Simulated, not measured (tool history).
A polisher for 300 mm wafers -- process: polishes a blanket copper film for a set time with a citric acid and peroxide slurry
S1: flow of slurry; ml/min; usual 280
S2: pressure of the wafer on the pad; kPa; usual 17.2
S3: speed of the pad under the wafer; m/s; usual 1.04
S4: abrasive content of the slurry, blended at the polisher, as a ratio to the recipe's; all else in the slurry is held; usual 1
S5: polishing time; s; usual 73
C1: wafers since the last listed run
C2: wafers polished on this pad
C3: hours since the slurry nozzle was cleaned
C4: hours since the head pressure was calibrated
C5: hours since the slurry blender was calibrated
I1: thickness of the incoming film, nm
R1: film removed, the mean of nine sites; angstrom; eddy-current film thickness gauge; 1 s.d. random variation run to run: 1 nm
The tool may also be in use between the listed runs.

run 1 hour=0 | S1=280 S2=17.2 S3=1.04 S4=1 S5=59 | C1=0 C2=1222 C3=23.6 C4=950.4 C5=128.5 | I1=1211 | R1=1296
run 2 hour=13.4 | S1=280 S2=17.2 S3=1.04 S4=1 S5=59 | C1=127 C2=1350 C3=37 C4=963.8 C5=141.9 | I1=1219.6 | R1=1309
run 3 hour=29.3 | S1=280 S2=17.2 S3=1.04 S4=1 S5=67 | C1=151 C2=1501 C3=52.9 C4=979.7 C5=157.8 | I1=1219.7 | R1=1457
-- hour=59.5 worn pad replaced by a new one
run 4 hour=60.7 | S1=280 S2=17.2 S3=1.04 S4=1 S5=67 | C1=261 C2=11 C3=84.3 C4=1011.1 C5=189.2 | I1=1195.9 | R1=1446
run 5 hour=89.9 | S1=280 S2=17.2 S3=1.04 S4=1 S5=73 | C1=278 C2=289 C3=113.5 C4=1040.3 C5=218.4 | I1=1221.1 | R1=1564
run 6 hour=116.8 | S1=280 S2=17.2 S3=1.04 S4=1 S5=73 | C1=256 C2=545 C3=140.4 C4=1067.2 C5=245.3 | I1=1218.6 | R1=1574
run 7 hour=150.5 | S1=280 S2=17.2 S3=1.04 S4=1 S5=73 | C1=321 C2=866 C3=174.1 C4=1100.9 C5=279 | I1=1229 | R1=1554
run 8 hour=164.3 | S1=280 S2=17.2 S3=1.04 S4=1 S5=73 | C1=131 C2=998 C3=187.9 C4=1114.7 C5=292.8 | I1=1222.8 | R1=1555
run 9 hour=181.7 | S1=280 S2=17.2 S3=1.04 S4=1 S5=73 | C1=165 C2=1163 C3=205.3 C4=1132.1 C5=310.2 | I1=1229.2 | R1=1527
run 10 hour=203.5 | S1=280 S2=17.2 S3=1.04 S4=1 S5=62 | C1=207 C2=1371 C3=227.1 C4=1153.9 C5=332 | I1=1224.3 | R1=1313
-- hour=206.1 head pressure recalibrated
run 11 hour=236.5 | S1=280 S2=17.2 S3=1.04 S4=1 S5=62 | C1=295 C2=1666 C3=260.1 C4=30.4 C5=365 | I1=1212.4 | R1=1229
-- hour=241.9 slurry blender recalibrated
-- hour=246.4 worn pad replaced by a new one
run 12 hour=270.3 | S1=280 S2=17.2 S3=1.04 S4=1 S5=62 | C1=264 C2=227 C3=293.9 C4=64.2 C5=28.4 | I1=1216.9 | R1=1302
run 13 hour=304.5 | S1=280 S2=17.2 S3=1.04 S4=1.1 S5=73 | C1=325 C2=553 C3=328.1 C4=98.4 C5=62.6 | I1=1222.6 | R1=1598
run 14 hour=374.5 | S1=280 S2=17.2 S3=1.04 S4=1 S5=73 | C1=666 C2=1220 C3=398.1 C4=168.4 C5=132.6 | I1=1233.9 | R1=1558
-- hour=383.5 slurry nozzle cleaned
run 15 hour=390.5 | S1=280 S2=18.6 S3=1.04 S4=1 S5=54 | C1=142 C2=1363 C3=7 C4=184.4 C5=148.6 | I1=1244.4 | R1=1237
run 16 hour=403.4 | S1=340 S2=17.2 S3=1.04 S4=1 S5=73 | C1=122 C2=1485 C3=19.9 C4=197.3 C5=161.5 | I1=1218.8 | R1=1573
-- hour=410.5 worn pad replaced by a new one
run 17 hour=439 | S1=280 S2=17.2 S3=1.04 S4=1 S5=73 | C1=301 C2=271 C3=55.5 C4=232.9 C5=197.1 | I1=1231.9 | R1=1545
run 18 hour=456.7 | S1=280 S2=17.2 S3=1.04 S4=1 S5=73 | C1=168 C2=440 C3=73.2 C4=250.6 C5=214.8 | I1=1214.1 | R1=1544
run 19 hour=480.4 | S1=280 S2=13.1 S3=0.8 S4=1.15 S5=99 | C1=225 C2=666 C3=96.9 C4=274.3 C5=238.5 | I1=1206.7 | R1=1376
run 20 hour=500.4 | S1=280 S2=17.2 S3=1.04 S4=1 S5=73 | C1=190 C2=856 C3=116.9 C4=294.3 C5=258.5 | I1=1214.6 | R1=1538
-- hour=556 slurry blender recalibrated
run 21 hour=564.4 | S1=350 S2=22.8 S3=1.04 S4=1.15 S5=90 | C1=590 C2=1447 C3=180.9 C4=358.3 C5=8.4 | I1=1220.8 | R1=2654
-- hour=583.2 worn pad replaced by a new one
run 22 hour=583.7 | S1=245 S2=17.2 S3=1.04 S4=1 S5=55 | C1=145 C2=4 C3=200.2 C4=377.6 C5=27.7 | I1=1220.6 | R1=1197

Run 23 is up next; what results do you expect?
run 23 hour=595.5 | S1=280 S2=17.2 S3=1.04 S4=1 S5=73 | C1=112 C2=116 C3=212 C4=389.4 C5=39.5 | I1=1220.3 | R1=?

R1: 1610 angstrom
Were there no unlogged condition in the tool, this run, its random variation unchanged, would have produced R1 1518 angstrom.

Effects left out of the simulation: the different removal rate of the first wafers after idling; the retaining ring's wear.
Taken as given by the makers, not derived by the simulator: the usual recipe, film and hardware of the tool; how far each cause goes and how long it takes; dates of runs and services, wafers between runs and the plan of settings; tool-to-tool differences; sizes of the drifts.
